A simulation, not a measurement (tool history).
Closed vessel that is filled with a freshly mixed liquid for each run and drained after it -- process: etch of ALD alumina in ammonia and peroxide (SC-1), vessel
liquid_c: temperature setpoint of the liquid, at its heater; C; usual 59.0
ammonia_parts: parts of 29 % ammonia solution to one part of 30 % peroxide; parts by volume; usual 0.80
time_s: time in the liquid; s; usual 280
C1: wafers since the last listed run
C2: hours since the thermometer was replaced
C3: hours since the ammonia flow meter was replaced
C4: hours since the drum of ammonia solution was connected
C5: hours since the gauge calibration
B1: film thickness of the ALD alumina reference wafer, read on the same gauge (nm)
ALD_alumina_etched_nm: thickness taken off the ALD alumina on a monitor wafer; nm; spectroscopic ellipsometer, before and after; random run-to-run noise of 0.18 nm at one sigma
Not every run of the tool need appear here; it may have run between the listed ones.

Run 1, hour 0.0: usual settings; C1 0; C2 764.6; C3 139.2; C4 95.6; C5 2302.4; B1 130.01. Result: ALD_alumina_etched_nm 21.67 nm.
Run 2, hour 32.8: usual settings; C1 3471; C2 797.4; C3 172.0; C4 128.4; C5 2335.2; B1 129.99. Result: ALD_alumina_etched_nm 21.88 nm.
Run 3, hour 66.9: usual settings; C1 3608; C2 831.5; C3 206.1; C4 162.5; C5 2369.3; B1 130.01. Result: ALD_alumina_etched_nm 21.70 nm.
At hour 87.9: gauge calibrated.
Run 4, hour 116.5: usual settings; C1 5249; C2 881.1; C3 255.7; C4 212.1; C5 28.6; B1 129.99. Result: ALD_alumina_etched_nm 21.93 nm.
At hour 160.6: thermometer replaced.
Run 5, hour 174.9: usual settings; C1 6074; C2 14.3; C3 314.1; C4 270.5; C5 87.0; B1 129.96. Result: ALD_alumina_etched_nm 20.85 nm.
Run 6, hour 212.6: usual settings; C1 3989; C2 52.0; C3 351.8; C4 308.2; C5 124.7; B1 130.03. Result: ALD_alumina_etched_nm 20.88 nm.
Run 7, hour 259.9: usual settings but liquid_c 55.0 C, ammonia_parts 1.10 parts by volume, time_s 350 s; C1 5005; C2 99.3; C3 399.1; C4 355.5; C5 172.0; B1 129.99. Result: ALD_alumina_etched_nm 21.51 nm.
Run 8, hour 310.4: usual settings; C1 5344; C2 149.8; C3 449.6; C4 406.0; C5 222.5; B1 130.00. Result: ALD_alumina_etched_nm 20.94 nm.
Run 9, hour 359.1: usual settings; C1 5154; C2 198.5; C3 498.3; C4 454.7; C5 271.2; B1 130.04. Result: ALD_alumina_etched_nm 20.81 nm.
At hour 405.0: ammonia flow meter replaced.
Run 10, hour 412.1: usual settings; C1 5503; C2 251.5; C3 7.1; C4 507.7; C5 324.2; B1 130.00. Result: ALD_alumina_etched_nm 21.28 nm.
At hour 439.2: new drum of ammonia solution connected.
Run 11, hour 457.4: usual settings but ammonia_parts 0.50 parts by volume, time_s 200 s; C1 4688; C2 296.8; C3 52.4; C4 18.2; C5 369.5; B1 130.00. Result: ALD_alumina_etched_nm 14.44 nm.
Run 12, hour 511.1: usual settings but liquid_c 65.0 C, ammonia_parts 1.00 parts by volume, time_s 220 s; C1 5683; C2 350.5; C3 106.1; C4 71.9; C5 423.2; B1 130.00. Result: ALD_alumina_etched_nm 22.82 nm.
Run 13, hour 578.0: usual settings; C1 7080; C2 417.4; C3 173.0; C4 138.8; C5 490.1; B1 130.04. Result: ALD_alumina_etched_nm 21.19 nm.
Run 14, hour 641.0: usual settings but liquid_c 53.5 C, ammonia_parts 0.90 parts by volume, time_s 160 s; C1 6667; C2 480.4; C3 236.0; C4 201.8; C5 553.1; B1 129.99. Result: ALD_alumina_etched_nm 9.28 nm.
Run 15, hour 695.5: usual settings; C1 5767; C2 534.9; C3 290.5; C4 256.3; C5 607.6; B1 130.01. Result: ALD_alumina_etched_nm 21.54 nm.
Run 16, hour 729.0: usual settings but liquid_c 62.5 C, ammonia_parts 1.05 parts by volume; C1 3545; C2 568.4; C3 324.0; C4 289.8; C5 641.1; B1 129.99. Result: ALD_alumina_etched_nm 26.49 nm.
Run 17, hour 768.8: usual settings but liquid_c 56.5 C, ammonia_parts 1.00 parts by volume; C1 4212; C2 608.2; C3 363.8; C4 329.6; C5 680.9; B1 129.99. Result: ALD_alumina_etched_nm 19.45 nm.
Run 18, hour 795.3: usual settings but time_s 440 s; C1 2804; C2 634.7; C3 390.3; C4 356.1; C5 707.4; B1 129.99. Result: ALD_alumina_etched_nm 34.50 nm.
Run 19, hour 840.0: usual settings but ammonia_parts 0.55 parts by volume; C1 4730; C2 679.4; C3 435.0; C4 400.8; C5 752.1; B1 130.06. Result: ALD_alumina_etched_nm 21.01 nm.
At hour 862.2: thermometer replaced.
At hour 895.7: new drum of ammonia solution connected.
Run 20, hour 907.8: usual settings but liquid_c 55.5 C, ammonia_parts 0.65 parts by volume, time_s 370 s; C1 6963; C2 45.6; C3 502.8; C4 12.1; C5 819.9; B1 129.98. Result: ALD_alumina_etched_nm 22.45 nm.
At hour 958.8: ammonia flow meter replaced.
Run 21, hour 959.3: usual settings but time_s 415 s; C1 5344; C2 97.1; C3 0.5; C4 63.6; C5 871.4; B1 130.01. Result: ALD_alumina_etched_nm 31.14 nm.
Run 22, hour 1018.6: usual settings but liquid_c 66.0 C, ammonia_parts 1.00 parts by volume, time_s 205 s; C1 6275; C2 156.4; C3 59.8; C4 122.9; C5 930.7; B1 130.02. Result: ALD_alumina_etched_nm 22.06 nm.
Run 23, hour 1117.1: usual settings but ammonia_parts 0.55 parts by volume; C1 10424; C2 254.9; C3 158.3; C4 221.4; C5 1029.2; B1 130.00. Result: ALD_alumina_etched_nm 20.52 nm.
Run 24, hour 1173.8: usual settings but liquid_c 63.5 C, ammonia_parts 0.95 parts by volume; C1 6000; C2 311.6; C3 215.0; C4 278.1; C5 1085.9; B1 130.00. Result: ALD_alumina_etched_nm 27.26 nm.
Run 25, hour 1229.2: usual settings but time_s 210 s; C1 5863; C2 367.0; C3 270.4; C4 333.5; C5 1141.3; B1 129.98. Result: ALD_alumina_etched_nm 16.01 nm.
Run 26, hour 1280.4: usual settings; C1 5418; C2 418.2; C3 321.6; C4 384.7; C5 1192.5; B1 129.98. Result: ALD_alumina_etched_nm 21.30 nm.
Run 27, hour 1314.3: usual settings but liquid_c 61.5 C, ammonia_parts 1.00 parts by volume; C1 3587; C2 452.1; C3 355.5; C4 418.6; C5 1226.4; B1 130.00. Result: ALD_alumina_etched_nm 24.73 nm.
Run 28, hour 1362.7: usual settings but time_s 110 s; C1 5122; C2 500.5; C3 403.9; C4 467.0; C5 1274.8; B1 129.97. Result: ALD_alumina_etched_nm 8.47 nm.
Run 29, hour 1396.6: usual settings but liquid_c 68.0 C; C1 3587; C2 534.4; C3 437.8; C4 500.9; C5 1308.7; B1 130.03. Result: ALD_alumina_etched_nm 33.70 nm.

Consider 4 possible next runs. They are alternatives, not a sequence: every one starts from the tool as it was left by run 29. What does each give?
Run A, hour 1397.3: usual settings; C1 74; C2 535.1; C3 438.5; C4 501.6; C5 1309.4; B1 ?. Result: ALD_alumina_etched_nm ?.
Run B, hour 1397.3: usual settings but liquid_c 67.5 C, ammonia_parts 0.65 parts by volume; C1 74; C2 535.1; C3 438.5; C4 501.6; C5 1309.4; B1 ?. Result: ALD_alumina_etched_nm ?.
Run C, hour 1397.3: usual settings but ammonia_parts 0.70 parts by volume, time_s 415 s; C1 74; C2 535.1; C3 438.5; C4 501.6; C5 1309.4; B1 ?. Result: ALD_alumina_etched_nm ?.
Run D, hour 1397.3: usual settings but time_s 215 s; C1 74; C2 535.1; C3 438.5; C4 501.6; C5 1309.4; B1 ?. Result: ALD_alumina_etched_nm ?.

run      B1  ALD_alumina_etched_nm
  A  130.02                  21.61
  B  130.02                  32.38
  C  130.02                  31.63
  D  130.02                  16.60
Without the tool's unlogged condition, the same runs would have read:
run  ALD_alumina_etched_nm
  A                  20.47
  B                  30.75
  C                  29.95
  D                  15.72
